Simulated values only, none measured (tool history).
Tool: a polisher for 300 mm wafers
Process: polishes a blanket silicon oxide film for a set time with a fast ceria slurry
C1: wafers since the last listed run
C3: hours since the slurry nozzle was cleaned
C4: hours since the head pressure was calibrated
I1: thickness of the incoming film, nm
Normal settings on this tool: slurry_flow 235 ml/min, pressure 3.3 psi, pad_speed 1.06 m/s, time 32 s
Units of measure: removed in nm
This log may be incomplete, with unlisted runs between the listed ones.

{"run": 1, "hour": 0.0, "slurry_flow": 235, "pressure": 3.3, "pad_speed": 1.06, "time": 24, "C1": 0, "wafers polished on this pad": 193, "C3": 27.4, "C4": 1137.2, "I1": 3446.9, "removed": 495.9}
{"run": 2, "hour": 23.6, "slurry_flow": 235, "pressure": 3.3, "pad_speed": 1.06, "time": 24, "C1": 175, "wafers polished on this pad": 368, "C3": 51, "C4": 1160.8, "I1": 3512.1, "removed": 481.1}
{"run": 3, "hour": 58.5, "slurry_flow": 235, "pressure": 3.3, "pad_speed": 1.06, "time": 32, "C1": 259, "wafers polished on this pad": 628, "C3": 85.9, "C4": 1195.7, "I1": 3504.9, "removed": 635.2}
{"run": 4, "hour": 81.3, "slurry_flow": 235, "pressure": 3.3, "pad_speed": 1.06, "time": 32, "C1": 169, "wafers polished on this pad": 798, "C3": 108.7, "C4": 1218.5, "I1": 3479.1, "removed": 615.2}
{"hour": 101.6, "done": "worn pad replaced by a new one"}
{"run": 5, "hour": 109.8, "slurry_flow": 235, "pressure": 3.3, "pad_speed": 1.06, "time": 32, "C1": 182, "wafers polished on this pad": 60, "C3": 137.2, "C4": 1247, "I1": 3516.4, "removed": 664.4}
{"run": 6, "hour": 128.3, "slurry_flow": 235, "pressure": 3.3, "pad_speed": 1.06, "time": 32, "C1": 137, "wafers polished on this pad": 198, "C3": 155.7, "C4": 1265.5, "I1": 3486.8, "removed": 655.2}
{"run": 7, "hour": 162.4, "slurry_flow": 235, "pressure": 3.3, "pad_speed": 1.06, "time": 32, "C1": 254, "wafers polished on this pad": 452, "C3": 189.8, "C4": 1299.6, "I1": 3525.5, "removed": 630.1}
{"run": 8, "hour": 183.3, "slurry_flow": 235, "pressure": 2.7, "pad_speed": 1.06, "time": 32, "C1": 155, "wafers polished on this pad": 608, "C3": 210.7, "C4": 1320.5, "I1": 3469.4, "removed": 502.8}
{"run": 9, "hour": 206.1, "slurry_flow": 235, "pressure": 2.7, "pad_speed": 1.06, "time": 32, "C1": 169, "wafers polished on this pad": 778, "C3": 233.5, "C4": 1343.3, "I1": 3483.5, "removed": 495.2}
{"hour": 222.5, "done": "worn pad replaced by a new one"}
{"hour": 222.7, "done": "head pressure recalibrated"}
{"run": 10, "hour": 238.8, "slurry_flow": 235, "pressure": 3.3, "pad_speed": 1.06, "time": 32, "C1": 212, "wafers polished on this pad": 119, "C3": 266.2, "C4": 16.1, "I1": 3468.3, "removed": 739.8}
{"run": 11, "hour": 266.5, "slurry_flow": 235, "pressure": 3.3, "pad_speed": 1.06, "time": 32, "C1": 206, "wafers polished on this pad": 326, "C3": 293.9, "C4": 43.8, "I1": 3529.7, "removed": 719.7}
{"run": 12, "hour": 284.8, "slurry_flow": 235, "pressure": 4.1, "pad_speed": 1.06, "time": 32, "C1": 136, "wafers polished on this pad": 462, "C3": 312.2, "C4": 62.1, "I1": 3449.9, "removed": 883.8}
{"run": 13, "hour": 297.0, "slurry_flow": 235, "pressure": 3.3, "pad_speed": 1.06, "time": 40, "C1": 90, "wafers polished on this pad": 553, "C3": 324.4, "C4": 74.3, "I1": 3499.3, "removed": 891.7}
{"run": 14, "hour": 329.4, "slurry_flow": 235, "pressure": 3.3, "pad_speed": 1.06, "time": 32, "C1": 241, "wafers polished on this pad": 794, "C3": 356.8, "C4": 106.7, "I1": 3514.7, "removed": 691.2}
{"run": 15, "hour": 346.5, "slurry_flow": 280, "pressure": 2.8, "pad_speed": 1.06, "time": 32, "C1": 127, "wafers polished on this pad": 922, "C3": 373.9, "C4": 123.8, "I1": 3481.2, "removed": 595.2}

Run 16, settings as shown, results not yet in. Your forecast:
{"hour": 354.2, "done": "worn pad replaced by a new one"}
{"run": 16, "hour": 371.3, "slurry_flow": 270, "pressure": 3.3, "pad_speed": 1.4, "time": 32, "C1": 154, "wafers polished on this pad": 127, "C3": 398.7, "C4": 148.6, "I1": 3537.1, "removed": "?"}

Run 16 gave removed 952.1 nm.
Take away the tool's hidden state, keep the run-to-run variation as it was, and the same run would have given removed 1004.5 nm.
